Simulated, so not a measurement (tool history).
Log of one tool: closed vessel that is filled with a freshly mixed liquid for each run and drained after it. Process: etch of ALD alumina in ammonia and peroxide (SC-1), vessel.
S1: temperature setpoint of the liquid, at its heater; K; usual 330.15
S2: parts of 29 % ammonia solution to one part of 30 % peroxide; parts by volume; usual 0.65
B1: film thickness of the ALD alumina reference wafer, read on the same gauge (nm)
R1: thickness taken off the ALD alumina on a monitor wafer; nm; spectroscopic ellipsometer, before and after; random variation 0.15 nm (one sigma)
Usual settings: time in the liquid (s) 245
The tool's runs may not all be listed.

Run 1, day 0.000: usual settings; B1 89.97. Result: R1 22.86 nm.
Run 2, day 0.988: usual settings; B1 89.99. Result: R1 22.81 nm.
Run 3, day 2.050: usual settings; B1 89.99. Result: R1 22.97 nm.
Run 4, day 2.725: usual settings but S2 0.55 parts by volume; B1 90.01. Result: R1 22.67 nm.
Run 5, day 3.942: usual settings but S2 0.55 parts by volume; B1 90.03. Result: R1 22.84 nm.
Run 6, day 5.271: usual settings but S2 0.55 parts by volume; B1 89.98. Result: R1 22.61 nm.
At day 8.250: gauge calibrated.
Run 7, day 8.617: usual settings; B1 89.99. Result: R1 23.17 nm.
At day 9.096: ammonia flow meter replaced.
Run 8, day 10.021: usual settings; B1 90.02. Result: R1 23.43 nm.
At day 11.067: new drum of ammonia solution connected.
Run 9, day 11.088: usual settings; B1 89.99. Result: R1 23.47 nm.
Run 10, day 11.838: usual settings; B1 90.00. Result: R1 23.37 nm.
At day 12.267: thermometer replaced.
Run 11, day 12.542: usual settings but S1 332.15 K, time in the liquid (s) 165; B1 90.01. Result: R1 15.09 nm.
Run 12, day 13.092: usual settings but time in the liquid (s) 350; B1 90.00. Result: R1 28.94 nm.
Run 13, day 14.262: usual settings but S1 339.15 K, S2 0.80 parts by volume; B1 89.99. Result: R1 33.13 nm.
Run 14, day 15.038: usual settings but S2 0.55 parts by volume, time in the liquid (s) 125; B1 89.98. Result: R1 10.40 nm.
Run 15, day 16.146: usual settings but S1 336.65 K; B1 90.02. Result: R1 28.35 nm.
Run 16, day 17.496: usual settings but S2 0.85 parts by volume, time in the liquid (s) 385; B1 89.98. Result: R1 33.39 nm.
Run 17, day 18.500: usual settings but S1 333.65 K, S2 0.50 parts by volume; B1 90.02. Result: R1 24.25 nm.
Run 18, day 19.925: usual settings but S1 322.15 K, S2 0.35 parts by volume; B1 89.99. Result: R1 12.72 nm.
Run 19, day 21.238: usual settings; B1 89.99. Result: R1 20.70 nm.
Run 20, day 22.238: usual settings but time in the liquid (s) 365; B1 89.99. Result: R1 30.74 nm.
Run 21, day 23.288: usual settings but S1 324.15 K, S2 0.55 parts by volume, time in the liquid (s) 390; B1 90.01. Result: R1 23.58 nm.
Run 22, day 24.479: usual settings; B1 90.02. Result: R1 20.64 nm.

4 ways to go on from here, each from the tool as it stands after run 22. What would each give?
Run A, day 24.508: usual settings; B1 ?. Result: R1 ?.
Run B, day 24.508: usual settings but S1 326.65 K, time in the liquid (s) 295; B1 ?. Result: R1 ?.
Run C, day 24.508: usual settings but S1 337.65 K, S2 0.80 parts by volume, time in the liquid (s) 170; B1 ?. Result: R1 ?.
Run D, day 24.508: usual settings but S1 320.65 K, time in the liquid (s) 115; B1 ?. Result: R1 ?.

run     B1     R1
  A  90.03  20.84
  B  90.03  20.86
  C  90.03  21.62
  D  90.03   5.86
Without the tool's hidden state the same runs would have given:
run     R1
  A  20.40
  B  20.40
  C  21.18
  D   5.72
